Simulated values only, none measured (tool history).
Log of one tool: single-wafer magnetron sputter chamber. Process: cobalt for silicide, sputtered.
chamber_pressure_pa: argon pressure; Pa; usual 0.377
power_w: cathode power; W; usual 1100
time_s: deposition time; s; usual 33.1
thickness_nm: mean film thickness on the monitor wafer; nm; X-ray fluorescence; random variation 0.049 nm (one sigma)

run   hour  chamber_pressure_pa  power_w  time_s  wafers since the last listed run  wafers on the sputter target  hours since the last manometer calibration  hours since the magnet pack was replaced  hours since the gauge calibration  read-back reference wafer on the same gauge, thickness_nm  thickness_nm
  1    0.0                0.377     1300    33.1                                 0                          2892                                      2345.7                                    8955.5                              517.3                                                     15.796        22.678
       5.6  -- gauge calibrated
  2   34.4                0.377     1100    33.1                               714                          3607                                      2380.1                                    8989.9                               28.8                                                     15.988        19.576
  3   57.0                0.377     1100    33.1                               469                          4076                                      2402.7                                    9012.5                               51.4                                                     15.998        19.552
  4   91.4                0.377     1100    33.1                               714                          4791                                      2437.1                                    9046.9                               85.8                                                     15.989        19.664
  5  104.9                0.377     1100    33.1                               280                          5071                                      2450.6                                    9060.4                               99.3                                                     16.017        19.675
  6  128.5                0.377     1100    33.1                               490                          5561                                      2474.2                                    9084.0                              122.9                                                     16.018        19.569
  7  148.0                0.377     1100    33.1                               405                          5967                                      2493.7                                    9103.5                              142.4                                                     15.956        19.638
     180.9  -- capacitance manometer re-zeroed and calibrated
     185.4  -- magnet pack replaced
  8  185.9                0.377     1100    33.1                               525                          6493                                         5.0                                       0.5                              180.3                                                     15.982        19.683
  9  212.1                0.377     1100    33.1                               544                          7037                                        31.2                                      26.7                              206.5                                                     15.966        19.521
     230.1  -- sputter target and shields replaced
 10  240.2                0.377     1100    33.1                               417                           209                                        59.3                                      54.8                              234.6                                                     15.946        19.573
 11  256.3                0.377     1100    33.1                               334                           544                                        75.4                                      70.9                              250.7                                                     15.953        19.539
 12  287.2                0.377     1100    33.1                               641                          1185                                       106.3                                     101.8                              281.6                                                     15.931        19.460
 13  322.9                0.377     1100    33.1                               741                          1927                                       142.0                                     137.5                              317.3                                                     15.900        19.503
 14  338.4                0.377     1100    35.8                               322                          2249                                       157.5                                     153.0                              332.8                                                     15.890        21.091
 15  371.3                0.290     1100    28.3                               683                          2933                                       190.4                                     185.9                              365.7                                                     15.874        17.148
 16  400.2                0.511     1250    31.1                               600                          3533                                       219.3                                     214.8                              394.6                                                     15.838        19.652
 17  427.0                0.521     1300    29.7                               556                          4090                                       246.1                                     241.6                              421.4                                                     15.827        19.408
 18  447.3                0.235     1100    35.7                               421                          4512                                       266.4                                     261.9                              441.7                                                     15.821        21.925
 19  459.6                0.230     1200    27.1                               255                          4767                                       278.7                                     274.2                              454.0                                                     15.803        18.087
 20  491.9                0.377     1100    33.1                               671                          5438                                       311.0                                     306.5                              486.3                                                     15.767        19.317
 21  513.8                0.286     1100    26.5                               454                          5893                                       332.9                                     328.4                              508.2                                                     15.744        15.950
 22  527.2                0.377     1100    33.1                               278                          6172                                       346.3                                     341.8                              521.6                                                     15.710        19.266
     543.6  -- gauge calibrated
 23  554.4                0.465     1100    29.2                               565                          6737                                       373.5                                     369.0                               10.8                                                     15.954        16.728
     570.0  -- sputter target and shields replaced
 24  570.5                0.377      850    33.1                               168                            10                                       389.6                                     385.1                               26.9                                                     15.930        15.383
 25  585.2                0.377     1100    33.1                               305                           315                                       404.3                                     399.8                               41.6                                                     15.946        19.532
 26  609.7                0.319      900    39.3                               508                           824                                       428.8                                     424.3                               66.1                                                     15.969        19.648
 27  629.2                0.311     1000    36.5                               405                          1229                                       448.3                                     443.8                               85.6                                                     15.928        20.168
 28  655.9                0.377     1100    33.1                               554                          1784                                       475.0                                     470.5                              112.3                                                     15.919        19.557

Run 29 comes next. What will it give?
 29  675.6                0.377     1250    33.1                               409                          2193                                       494.7                                     490.2                              132.0                                                          ?             ?

read-back reference wafer on the same gauge, thickness_nm: 15.915
thickness_nm: 22.067 nm
Without the tool's hidden state the same run would have given thickness_nm 22.169 nm.
